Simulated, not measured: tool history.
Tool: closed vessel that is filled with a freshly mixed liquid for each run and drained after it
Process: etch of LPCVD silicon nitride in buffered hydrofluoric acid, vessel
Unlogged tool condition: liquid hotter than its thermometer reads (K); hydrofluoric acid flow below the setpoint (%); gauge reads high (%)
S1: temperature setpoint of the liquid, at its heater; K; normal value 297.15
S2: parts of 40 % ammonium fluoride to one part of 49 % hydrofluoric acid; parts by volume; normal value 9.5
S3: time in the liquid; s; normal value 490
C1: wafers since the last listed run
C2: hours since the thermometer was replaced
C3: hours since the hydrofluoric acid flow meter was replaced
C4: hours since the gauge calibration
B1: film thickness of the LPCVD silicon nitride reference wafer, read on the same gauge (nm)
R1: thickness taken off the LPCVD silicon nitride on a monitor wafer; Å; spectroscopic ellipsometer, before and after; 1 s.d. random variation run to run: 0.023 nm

{"run": 1, "hour": 0.0, "S1": 297.15, "S2": 9.5, "S3": 710, "C1": 0, "C2": 673.2, "C3": 879.3, "C4": 99.4, "B1": 70.02, "R1": 94.3}
{"run": 2, "hour": 17.5, "S1": 297.15, "S2": 9.5, "S3": 710, "C1": 1764, "C2": 690.7, "C3": 896.8, "C4": 116.9, "B1": 70.01, "R1": 94.3}
{"hour": 19.5, "done": "gauge calibrated"}
{"run": 3, "hour": 32.5, "S1": 297.15, "S2": 9.5, "S3": 710, "C1": 1512, "C2": 705.7, "C3": 911.8, "C4": 13.0, "B1": 69.99, "R1": 93.8}
{"run": 4, "hour": 48.0, "S1": 297.15, "S2": 8.5, "S3": 310, "C1": 1562, "C2": 721.2, "C3": 927.3, "C4": 28.5, "B1": 69.98, "R1": 45.1}
{"run": 5, "hour": 72.4, "S1": 297.15, "S2": 9.5, "S3": 490, "C1": 2459, "C2": 745.6, "C3": 951.7, "C4": 52.9, "B1": 69.96, "R1": 64.3}
{"run": 6, "hour": 85.6, "S1": 297.15, "S2": 9.5, "S3": 490, "C1": 1330, "C2": 758.8, "C3": 964.9, "C4": 66.1, "B1": 69.96, "R1": 64.3}
{"run": 7, "hour": 98.1, "S1": 297.15, "S2": 9.5, "S3": 490, "C1": 1260, "C2": 771.3, "C3": 977.4, "C4": 78.6, "B1": 69.97, "R1": 63.8}
{"hour": 120.2, "done": "hydrofluoric acid flow meter replaced"}
{"hour": 137.4, "done": "thermometer replaced"}
{"run": 8, "hour": 137.9, "S1": 299.15, "S2": 7.0, "S3": 490, "C1": 3810, "C2": 0.5, "C3": 17.7, "C4": 118.4, "B1": 70.0, "R1": 108.0}
{"run": 9, "hour": 149.0, "S1": 293.65, "S2": 7.5, "S3": 490, "C1": 1119, "C2": 11.6, "C3": 28.8, "C4": 129.5, "B1": 69.99, "R1": 74.4}
{"hour": 154.1, "done": "gauge calibrated"}
{"run": 10, "hour": 155.2, "S1": 300.15, "S2": 7.5, "S3": 735, "C1": 625, "C2": 17.8, "C3": 35.0, "C4": 1.1, "B1": 70.01, "R1": 158.4}
{"run": 11, "hour": 163.0, "S1": 297.15, "S2": 9.5, "S3": 415, "C1": 786, "C2": 25.6, "C3": 42.8, "C4": 8.9, "B1": 70.01, "R1": 60.5}
{"run": 12, "hour": 170.2, "S1": 293.65, "S2": 7.5, "S3": 490, "C1": 725, "C2": 32.8, "C3": 50.0, "C4": 16.1, "B1": 70.03, "R1": 74.1}
{"run": 13, "hour": 187.9, "S1": 297.15, "S2": 13.0, "S3": 330, "C1": 1784, "C2": 50.5, "C3": 67.7, "C4": 33.8, "B1": 70.0, "R1": 35.7}
{"run": 14, "hour": 199.6, "S1": 294.65, "S2": 9.5, "S3": 235, "C1": 1179, "C2": 62.2, "C3": 79.4, "C4": 45.5, "B1": 69.98, "R1": 29.7}
{"run": 15, "hour": 207.9, "S1": 297.15, "S2": 9.5, "S3": 490, "C1": 836, "C2": 70.5, "C3": 87.7, "C4": 53.8, "B1": 70.0, "R1": 71.3}
{"run": 16, "hour": 219.9, "S1": 297.15, "S2": 9.5, "S3": 735, "C1": 1209, "C2": 82.5, "C3": 99.7, "C4": 65.8, "B1": 70.01, "R1": 106.9}

Run-by-run hidden state of the tool:
liquid hotter than its thermometer reads (K): 0 on each run
gauge reads high (%): 0 on each run
H1: hydrofluoric acid flow below the setpoint (%)
run=1 H1=11.3
run=2 H1=11.5
run=3 H1=11.7
run=4 H1=11.9
run=5 H1=12.2
run=6 H1=12.3
run=7 H1=12.5
run=8 H1=0.254
run=9 H1=0.392
run=10 H1=0.47
run=11 H1=0.567
run=12 H1=0.657
run=13 H1=0.878
run=14 H1=1.02
run=15 H1=1.13
run=16 H1=1.28
